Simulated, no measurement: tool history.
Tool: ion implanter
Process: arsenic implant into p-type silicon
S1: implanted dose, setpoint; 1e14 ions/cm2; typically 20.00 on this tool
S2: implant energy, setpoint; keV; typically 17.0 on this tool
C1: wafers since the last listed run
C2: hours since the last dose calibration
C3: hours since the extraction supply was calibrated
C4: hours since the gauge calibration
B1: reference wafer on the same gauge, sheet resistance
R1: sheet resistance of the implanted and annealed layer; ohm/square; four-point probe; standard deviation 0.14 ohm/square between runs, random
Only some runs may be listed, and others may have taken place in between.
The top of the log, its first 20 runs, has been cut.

run	hour	S1	S2	C1	C2	C3	C4	B1	R1
21	270.8	22.84	20.0	133	60.8	5701.0	494.9	114.44	89.79
# hour 272.8: gauge calibrated
22	285.7	20.00	13.0	205	75.7	5715.9	12.9	112.20	98.46
23	296.8	14.01	22.5	153	86.8	5727.0	24.0	112.19	103.72
24	308.2	22.71	14.5	157	98.2	5738.4	35.4	112.22	93.65
25	318.5	20.00	17.0	142	108.5	5748.7	45.7	112.18	94.91
26	330.2	23.75	11.5	161	120.2	5760.4	57.4	112.21	95.34
27	336.6	20.00	17.0	88	126.6	5766.8	63.8	112.30	94.99
28	349.4	20.00	17.0	176	139.4	5779.6	76.6	112.25	95.05
29	357.5	16.99	20.0	111	147.5	5787.7	84.7	112.33	97.71
# hour 365.8: extraction supply calibrated
30	373.5	20.00	17.0	110	163.5	7.7	100.7	112.28	94.73
31	380.9	25.23	12.5	102	170.9	15.1	108.1	112.29	93.40
32	391.9	24.49	20.5	151	181.9	26.1	119.1	112.20	86.06
33	407.9	22.65	21.0	220	197.9	42.1	135.1	112.44	87.54
34	434.5	20.00	17.0	366	224.5	68.7	161.7	112.36	95.10
35	444.6	20.00	12.0	139	234.6	78.8	171.8	112.44	99.38
36	457.3	25.88	21.0	175	247.3	91.5	184.5	112.50	84.64

5 options for the next run, each taken on its own from the tool as it stands now. Forecast them:
A	457.7	20.00	17.0	5	247.7	91.9	184.9	?	?
B	457.7	15.85	21.5	5	247.7	91.9	184.9	?	?
C	457.7	20.00	23.0	5	247.7	91.9	184.9	?	?
D	457.7	18.47	17.0	5	247.7	91.9	184.9	?	?
E	457.7	16.04	22.5	5	247.7	91.9	184.9	?	?

run	B1	R1
A	112.50	94.99
B	112.50	99.20
C	112.50	89.36
D	112.50	97.47
E	112.50	97.86
Had the tool no hidden state, the same runs would have come out as:
run	R1
A	95.04
B	99.25
C	89.41
D	97.52
E	97.90
